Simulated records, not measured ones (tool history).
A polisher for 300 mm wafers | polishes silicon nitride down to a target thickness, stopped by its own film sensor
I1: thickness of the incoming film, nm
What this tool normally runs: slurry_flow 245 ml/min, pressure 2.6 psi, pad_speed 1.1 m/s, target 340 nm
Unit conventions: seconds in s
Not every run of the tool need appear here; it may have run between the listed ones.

{"run": 1, "hour": 0.0, "slurry_flow": 245, "pressure": 2.6, "pad_speed": 1.1, "target": 340, "I1": 454.7, "seconds": 80}
{"run": 2, "hour": 91.2, "slurry_flow": 245, "pressure": 2.6, "pad_speed": 1.1, "target": 340, "I1": 449.1, "seconds": 76}
{"run": 3, "hour": 176.5, "slurry_flow": 245, "pressure": 2.6, "pad_speed": 1.1, "target": 340, "I1": 444.9, "seconds": 71.7}
{"run": 4, "hour": 251.4, "slurry_flow": 245, "pressure": 2.6, "pad_speed": 1.1, "target": 364, "I1": 455.1, "seconds": 62.6}
{"run": 5, "hour": 338.1, "slurry_flow": 245, "pressure": 2.6, "pad_speed": 1.1, "target": 340, "I1": 448.8, "seconds": 74.5}
{"run": 6, "hour": 423.4, "slurry_flow": 245, "pressure": 2.6, "pad_speed": 1.1, "target": 340, "I1": 452.8, "seconds": 76.6}
{"run": 7, "hour": 507.5, "slurry_flow": 245, "pressure": 2.6, "pad_speed": 1.1, "target": 340, "I1": 447.6, "seconds": 74.2}
{"run": 8, "hour": 608.0, "slurry_flow": 245, "pressure": 2.6, "pad_speed": 1.3, "target": 365, "I1": 445.4, "seconds": 47.6}
{"run": 9, "hour": 688.1, "slurry_flow": 245, "pressure": 2.6, "pad_speed": 1.3, "target": 365, "I1": 444.1, "seconds": 48.1}
{"run": 10, "hour": 765.6, "slurry_flow": 245, "pressure": 2.6, "pad_speed": 1.1, "target": 340, "I1": 451.1, "seconds": 76.4}
{"run": 11, "hour": 865.6, "slurry_flow": 245, "pressure": 2.6, "pad_speed": 1.1, "target": 340, "I1": 449.8, "seconds": 76.4}
{"run": 12, "hour": 920.0, "slurry_flow": 245, "pressure": 2.6, "pad_speed": 1.1, "target": 340, "I1": 443.8, "seconds": 71.3}
{"run": 13, "hour": 997.9, "slurry_flow": 245, "pressure": 2.6, "pad_speed": 1.1, "target": 340, "I1": 450.5, "seconds": 76}
{"run": 14, "hour": 1093.7, "slurry_flow": 245, "pressure": 2.6, "pad_speed": 1.1, "target": 340, "I1": 450.6, "seconds": 75.4}
{"run": 15, "hour": 1198.4, "slurry_flow": 245, "pressure": 2.6, "pad_speed": 1.4, "target": 357, "I1": 450.3, "seconds": 52.8}
{"run": 16, "hour": 1265.2, "slurry_flow": 295, "pressure": 1.9, "pad_speed": 1.1, "target": 340, "I1": 441.7, "seconds": 88.3}
{"run": 17, "hour": 1373.1, "slurry_flow": 265, "pressure": 2.8, "pad_speed": 1.28, "target": 357, "I1": 452.9, "seconds": 55.4}
{"run": 18, "hour": 1475.5, "slurry_flow": 210, "pressure": 3.4, "pad_speed": 0.98, "target": 361, "I1": 448, "seconds": 53.3}
{"run": 19, "hour": 1572.2, "slurry_flow": 245, "pressure": 2.6, "pad_speed": 1.1, "target": 340, "I1": 444.8, "seconds": 71.9}
{"run": 20, "hour": 1613.1, "slurry_flow": 310, "pressure": 2.6, "pad_speed": 1.1, "target": 340, "I1": 448.5, "seconds": 74}
{"run": 21, "hour": 1705.0, "slurry_flow": 215, "pressure": 3.5, "pad_speed": 0.82, "target": 329, "I1": 445.6, "seconds": 81.3}
{"run": 22, "hour": 1798.0, "slurry_flow": 285, "pressure": 2.2, "pad_speed": 1.28, "target": 340, "I1": 454.5, "seconds": 76.7}
{"run": 23, "hour": 1902.0, "slurry_flow": 245, "pressure": 2.6, "pad_speed": 1.1, "target": 340, "I1": 457.2, "seconds": 80.7}
{"run": 24, "hour": 1999.0, "slurry_flow": 245, "pressure": 3.3, "pad_speed": 1.1, "target": 340, "I1": 451.3, "seconds": 63.4}

The log once held 12 entries between its listed runs, left out of this copy. Where does each go, and what is different about the tool's unlogged condition between the listed run before it and the listed run after it?
In the gap between runs 3 and 4: head pressure recalibrated (hour 188)
  the hidden state is the same at both runs
In the gap between runs 4 and 5: worn pad replaced by a new one (hour 291.2)
  the hidden state is the same at both runs
In the gap between runs 8 and 9: slurry nozzle cleaned (hour 620.9); head pressure recalibrated (hour 636.7)
  the hidden state is the same at both runs
In the gap between runs 9 and 10: worn pad replaced by a new one (hour 726.9)
  the hidden state is the same at both runs
In the gap between runs 13 and 14: head pressure recalibrated (hour 1060)
  the hidden state is the same at both runs
In the gap between runs 14 and 15: worn pad replaced by a new one (hour 1104.9)
  the hidden state is the same at both runs
In the gap between runs 17 and 18: head pressure recalibrated (hour 1462.5)
  the hidden state is the same at both runs
In the gap between runs 18 and 19: worn pad replaced by a new one (hour 1547.4)
  the hidden state is the same at both runs
In the gap between runs 19 and 20: slurry nozzle cleaned (hour 1583)
  the hidden state is the same at both runs
In the gap between runs 22 and 23: head pressure recalibrated (hour 1893.2)
  the hidden state is the same at both runs
In the gap between runs 23 and 24: worn pad replaced by a new one (hour 1918.5)
  the hidden state is the same at both runs
